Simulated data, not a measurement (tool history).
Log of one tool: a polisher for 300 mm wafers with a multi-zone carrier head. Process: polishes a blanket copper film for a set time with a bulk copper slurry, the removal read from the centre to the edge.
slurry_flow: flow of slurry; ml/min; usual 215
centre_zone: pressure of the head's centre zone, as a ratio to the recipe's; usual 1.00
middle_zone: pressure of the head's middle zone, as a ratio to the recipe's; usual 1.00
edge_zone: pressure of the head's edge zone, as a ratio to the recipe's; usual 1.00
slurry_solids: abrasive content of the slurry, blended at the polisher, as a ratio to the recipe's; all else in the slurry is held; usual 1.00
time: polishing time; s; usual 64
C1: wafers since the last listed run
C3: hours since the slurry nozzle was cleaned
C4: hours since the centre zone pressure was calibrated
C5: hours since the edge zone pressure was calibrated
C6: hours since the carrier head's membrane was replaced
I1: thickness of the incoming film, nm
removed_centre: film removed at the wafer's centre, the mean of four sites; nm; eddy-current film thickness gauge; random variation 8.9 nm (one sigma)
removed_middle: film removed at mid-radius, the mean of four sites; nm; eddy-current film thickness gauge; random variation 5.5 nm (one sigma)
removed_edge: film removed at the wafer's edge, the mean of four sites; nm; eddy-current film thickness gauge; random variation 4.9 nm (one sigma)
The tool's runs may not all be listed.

{"run": 1, "day": 0.0, "slurry_flow": 215, "centre_zone": 1.1, "middle_zone": 1.0, "edge_zone": 1.0, "slurry_solids": 1.0, "time": 64, "C1": 0, "wafers polished on this pad": 933, "C3": 675.6, "C4": 66.5, "C5": 854.7, "C6": 780.1, "I1": 4647.7, "removed_centre": 844.6, "removed_middle": 748.0, "removed_edge": 757.1}
{"run": 2, "day": 0.683, "slurry_flow": 260, "centre_zone": 1.0, "middle_zone": 1.0, "edge_zone": 1.0, "slurry_solids": 1.1, "time": 64, "C1": 198, "wafers polished on this pad": 1131, "C3": 692.0, "C4": 82.9, "C5": 871.1, "C6": 796.5, "I1": 4681.9, "removed_centre": 814.3, "removed_middle": 779.2, "removed_edge": 781.5}
{"run": 3, "day": 1.529, "slurry_flow": 215, "centre_zone": 1.0, "middle_zone": 1.0, "edge_zone": 1.0, "slurry_solids": 1.0, "time": 64, "C1": 245, "wafers polished on this pad": 1376, "C3": 712.3, "C4": 103.2, "C5": 891.4, "C6": 816.8, "I1": 4592.7, "removed_centre": 781.0, "removed_middle": 749.8, "removed_edge": 759.4}
{"run": 4, "day": 2.408, "slurry_flow": 140, "centre_zone": 1.0, "middle_zone": 1.0, "edge_zone": 1.0, "slurry_solids": 1.0, "time": 64, "C1": 254, "wafers polished on this pad": 1631, "C3": 733.4, "C4": 124.3, "C5": 912.5, "C6": 837.9, "I1": 4724.4, "removed_centre": 727.8, "removed_middle": 702.8, "removed_edge": 718.0}
{"run": 5, "day": 3.271, "slurry_flow": 250, "centre_zone": 1.0, "middle_zone": 1.0, "edge_zone": 1.06, "slurry_solids": 1.0, "time": 64, "C1": 249, "wafers polished on this pad": 1881, "C3": 754.1, "C4": 145.0, "C5": 933.2, "C6": 858.6, "I1": 4662.1, "removed_centre": 772.3, "removed_middle": 753.3, "removed_edge": 776.9}
{"day": 3.488, "done": "slurry nozzle cleaned"}
{"run": 6, "day": 4.362, "slurry_flow": 255, "centre_zone": 1.0, "middle_zone": 1.0, "edge_zone": 1.0, "slurry_solids": 1.0, "time": 64, "C1": 304, "wafers polished on this pad": 2185, "C3": 21.0, "C4": 171.2, "C5": 959.4, "C6": 884.8, "I1": 4609.1, "removed_centre": 768.8, "removed_middle": 740.7, "removed_edge": 741.3}
{"run": 7, "day": 5.196, "slurry_flow": 215, "centre_zone": 1.12, "middle_zone": 1.0, "edge_zone": 1.0, "slurry_solids": 1.3, "time": 64, "C1": 241, "wafers polished on this pad": 2427, "C3": 41.0, "C4": 191.2, "C5": 979.4, "C6": 904.8, "I1": 4584.2, "removed_centre": 894.6, "removed_middle": 784.6, "removed_edge": 785.3}
{"day": 5.775, "done": "carrier head's membrane replaced by a new one"}
{"day": 6.362, "done": "worn pad replaced by a new one"}
{"day": 7.725, "done": "edge zone pressure recalibrated"}
{"run": 8, "day": 8.15, "slurry_flow": 215, "centre_zone": 1.0, "middle_zone": 1.0, "edge_zone": 1.0, "slurry_solids": 1.2, "time": 70, "C1": 723, "wafers polished on this pad": 494, "C3": 111.9, "C4": 262.1, "C5": 10.2, "C6": 57.0, "I1": 4674.9, "removed_centre": 884.7, "removed_middle": 846.6, "removed_edge": 861.7}
{"run": 9, "day": 9.0, "slurry_flow": 155, "centre_zone": 1.0, "middle_zone": 1.0, "edge_zone": 1.0, "slurry_solids": 1.15, "time": 51, "C1": 246, "wafers polished on this pad": 740, "C3": 132.3, "C4": 282.5, "C5": 30.6, "C6": 77.4, "I1": 4696.2, "removed_centre": 620.3, "removed_middle": 595.3, "removed_edge": 605.6}
{"run": 10, "day": 9.829, "slurry_flow": 215, "centre_zone": 1.0, "middle_zone": 1.0, "edge_zone": 0.89, "slurry_solids": 1.0, "time": 64, "C1": 240, "wafers polished on this pad": 980, "C3": 152.2, "C4": 302.4, "C5": 50.5, "C6": 97.3, "I1": 4657.0, "removed_centre": 756.3, "removed_middle": 742.9, "removed_edge": 703.4}
{"run": 11, "day": 11.238, "slurry_flow": 215, "centre_zone": 1.09, "middle_zone": 1.0, "edge_zone": 1.0, "slurry_solids": 0.75, "time": 83, "C1": 408, "wafers polished on this pad": 1389, "C3": 186.0, "C4": 336.2, "C5": 84.3, "C6": 131.1, "I1": 4675.5, "removed_centre": 992.9, "removed_middle": 878.1, "removed_edge": 900.1}
{"run": 12, "day": 12.262, "slurry_flow": 265, "centre_zone": 1.0, "middle_zone": 1.0, "edge_zone": 1.0, "slurry_solids": 1.0, "time": 64, "C1": 297, "wafers polished on this pad": 1686, "C3": 210.6, "C4": 360.8, "C5": 108.9, "C6": 155.7, "I1": 4575.7, "removed_centre": 769.7, "removed_middle": 756.4, "removed_edge": 762.2}
{"run": 13, "day": 13.758, "slurry_flow": 165, "centre_zone": 1.0, "middle_zone": 1.0, "edge_zone": 1.0, "slurry_solids": 0.9, "time": 51, "C1": 433, "wafers polished on this pad": 2119, "C3": 246.5, "C4": 396.7, "C5": 144.8, "C6": 191.6, "I1": 4692.7, "removed_centre": 555.7, "removed_middle": 544.7, "removed_edge": 558.0}
{"run": 14, "day": 14.417, "slurry_flow": 215, "centre_zone": 1.06, "middle_zone": 1.0, "edge_zone": 0.93, "slurry_solids": 1.1, "time": 79, "C1": 190, "wafers polished on this pad": 2310, "C3": 262.3, "C4": 412.5, "C5": 160.6, "C6": 207.4, "I1": 4658.6, "removed_centre": 987.3, "removed_middle": 916.6, "removed_edge": 891.0}
{"day": 15.704, "done": "worn pad replaced by a new one"}
{"run": 15, "day": 15.725, "slurry_flow": 215, "centre_zone": 1.0, "middle_zone": 1.0, "edge_zone": 1.0, "slurry_solids": 0.75, "time": 64, "C1": 330, "wafers polished on this pad": 5, "C3": 293.7, "C4": 443.9, "C5": 192.0, "C6": 238.8, "I1": 4701.8, "removed_centre": 696.4, "removed_middle": 693.2, "removed_edge": 700.1}
{"run": 16, "day": 16.338, "slurry_flow": 180, "centre_zone": 1.0, "middle_zone": 0.89, "edge_zone": 1.0, "slurry_solids": 1.0, "time": 64, "C1": 177, "wafers polished on this pad": 183, "C3": 308.4, "C4": 458.6, "C5": 206.7, "C6": 253.5, "I1": 4716.4, "removed_centre": 740.7, "removed_middle": 682.1, "removed_edge": 742.5}
{"run": 17, "day": 17.288, "slurry_flow": 215, "centre_zone": 1.0, "middle_zone": 1.03, "edge_zone": 1.0, "slurry_solids": 1.0, "time": 64, "C1": 275, "wafers polished on this pad": 458, "C3": 331.2, "C4": 481.4, "C5": 229.5, "C6": 276.3, "I1": 4619.0, "removed_centre": 772.6, "removed_middle": 764.4, "removed_edge": 761.4}
{"run": 18, "day": 17.996, "slurry_flow": 215, "centre_zone": 1.0, "middle_zone": 1.07, "edge_zone": 1.0, "slurry_solids": 1.0, "time": 49, "C1": 205, "wafers polished on this pad": 663, "C3": 348.2, "C4": 498.4, "C5": 246.5, "C6": 293.3, "I1": 4716.8, "removed_centre": 590.5, "removed_middle": 610.8, "removed_edge": 574.4}
{"run": 19, "day": 18.521, "slurry_flow": 215, "centre_zone": 1.0, "middle_zone": 1.0, "edge_zone": 1.0, "slurry_solids": 1.0, "time": 50, "C1": 152, "wafers polished on this pad": 816, "C3": 360.8, "C4": 511.0, "C5": 259.1, "C6": 305.9, "I1": 4725.8, "removed_centre": 601.5, "removed_middle": 585.4, "removed_edge": 584.4}
{"run": 20, "day": 19.183, "slurry_flow": 215, "centre_zone": 0.89, "middle_zone": 1.0, "edge_zone": 0.88, "slurry_solids": 1.0, "time": 64, "C1": 191, "wafers polished on this pad": 1008, "C3": 376.7, "C4": 526.9, "C5": 275.0, "C6": 321.8, "I1": 4666.3, "removed_centre": 667.1, "removed_middle": 751.9, "removed_edge": 712.0}
{"run": 21, "day": 20.588, "slurry_flow": 215, "centre_zone": 1.0, "middle_zone": 0.96, "edge_zone": 0.95, "slurry_solids": 1.0, "time": 74, "C1": 406, "wafers polished on this pad": 1415, "C3": 410.4, "C4": 560.6, "C5": 308.7, "C6": 355.5, "I1": 4579.0, "removed_centre": 888.1, "removed_middle": 832.2, "removed_edge": 853.1}

4 ways to go on from here, each from the tool as it stands after run 21. What would each give?
{"run": "A", "day": 20.604, "slurry_flow": 215, "centre_zone": 1.0, "middle_zone": 1.0, "edge_zone": 1.0, "slurry_solids": 1.0, "time": 64, "C1": 4, "wafers polished on this pad": 1419, "C3": 410.8, "C4": 561.0, "C5": 309.1, "C6": 355.9, "I1": 4665.2, "removed_centre": "?", "removed_middle": "?", "removed_edge": "?"}
{"run": "B", "day": 20.604, "slurry_flow": 145, "centre_zone": 1.0, "middle_zone": 1.0, "edge_zone": 0.9, "slurry_solids": 1.0, "time": 64, "C1": 4, "wafers polished on this pad": 1419, "C3": 410.8, "C4": 561.0, "C5": 309.1, "C6": 355.9, "I1": 4665.2, "removed_centre": "?", "removed_middle": "?", "removed_edge": "?"}
{"run": "C", "day": 20.604, "slurry_flow": 215, "centre_zone": 1.0, "middle_zone": 1.04, "edge_zone": 1.03, "slurry_solids": 0.75, "time": 49, "C1": 4, "wafers polished on this pad": 1419, "C3": 410.8, "C4": 561.0, "C5": 309.1, "C6": 355.9, "I1": 4665.2, "removed_centre": "?", "removed_middle": "?", "removed_edge": "?"}
{"run": "D", "day": 20.604, "slurry_flow": 215, "centre_zone": 1.0, "middle_zone": 1.06, "edge_zone": 0.89, "slurry_solids": 0.9, "time": 54, "C1": 4, "wafers polished on this pad": 1419, "C3": 410.8, "C4": 561.0, "C5": 309.1, "C6": 355.9, "I1": 4665.2, "removed_centre": "?", "removed_middle": "?", "removed_edge": "?"}

run=A removed_centre=742.5 removed_middle=745.1 removed_edge=750.0
run=B removed_centre=708.0 removed_middle=714.3 removed_edge=691.8
run=C removed_centre=526.9 removed_middle=546.4 removed_edge=539.5
run=D removed_centre=609.7 removed_middle=642.6 removed_edge=582.3
Without the tool's hidden state the same runs would have given:
run=A removed_centre=776.3 removed_middle=761.4 removed_edge=766.5
run=B removed_centre=740.2 removed_middle=729.9 removed_edge=707.1
run=C removed_centre=550.9 removed_middle=558.4 removed_edge=551.4
run=D removed_centre=637.4 removed_middle=656.7 removed_edge=595.1
